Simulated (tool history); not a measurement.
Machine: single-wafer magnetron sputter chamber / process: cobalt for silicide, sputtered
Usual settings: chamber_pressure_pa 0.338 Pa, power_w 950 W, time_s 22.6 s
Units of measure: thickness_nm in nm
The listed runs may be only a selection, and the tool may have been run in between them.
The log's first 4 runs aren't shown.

run,hour,chamber_pressure_pa,power_w,time_s,wafers since the last listed run,wafers on the sputter target,hours since the last manometer calibration,hours since the magnet pack was replaced,hours since the gauge calibration,"read-back reference wafer on the same gauge, thickness_nm",thickness_nm
5,95.8,0.338,950,22.6,569,1543,971.6,9916.2,893.1,12.529,10.960
6,110.1,0.311,1100,22.6,227,1770,985.9,9930.5,907.4,12.528,12.663
7,129.3,0.338,950,22.6,305,2076,1005.1,9949.7,926.6,12.514,10.930
8,160.0,0.338,950,22.6,488,2564,1035.8,9980.4,957.3,12.502,10.961
9,179.6,0.338,950,22.6,311,2875,1055.4,10000.0,976.9,12.498,10.955
10,211.6,0.338,950,22.6,508,3384,1087.4,10032.0,1008.9,12.488,10.871
11,245.6,0.338,950,22.6,540,3924,1121.4,10066.0,1042.9,12.473,10.877
12,275.0,0.338,950,22.6,467,4392,1150.8,10095.4,1072.3,12.454,10.907
# hour 286.9: capacitance manometer re-zeroed and calibrated
13,309.6,0.338,950,19.3,422,4815,22.7,10130.0,1106.9,12.452,9.331
14,341.6,0.415,800,22.6,508,5323,54.7,10162.0,1138.9,12.440,8.979
15,355.5,0.338,950,18.3,220,5544,68.6,10175.9,1152.8,12.428,8.830
# hour 365.1: magnet pack replaced
16,415.8,0.246,850,21.0,831,6376,128.9,50.7,1213.1,12.402,9.339
17,447.3,0.396,950,22.6,500,6877,160.4,82.2,1244.6,12.381,10.546
# hour 456.3: gauge calibrated
18,464.8,0.463,850,25.4,278,7155,177.9,99.7,8.5,12.709,10.762
19,500.6,0.338,950,22.6,569,7724,213.7,135.5,44.3,12.713,11.044

Run 20 has not been measured yet. What should we expect?
20,536.6,0.338,950,20.2,572,8296,249.7,171.5,80.3,?,?

Run 20 came out at read-back reference wafer on the same gauge, thickness_nm 12.711, thickness_nm 9.903 nm.
Minus the tool's unlogged condition, the same run would have read thickness_nm 9.898 nm.

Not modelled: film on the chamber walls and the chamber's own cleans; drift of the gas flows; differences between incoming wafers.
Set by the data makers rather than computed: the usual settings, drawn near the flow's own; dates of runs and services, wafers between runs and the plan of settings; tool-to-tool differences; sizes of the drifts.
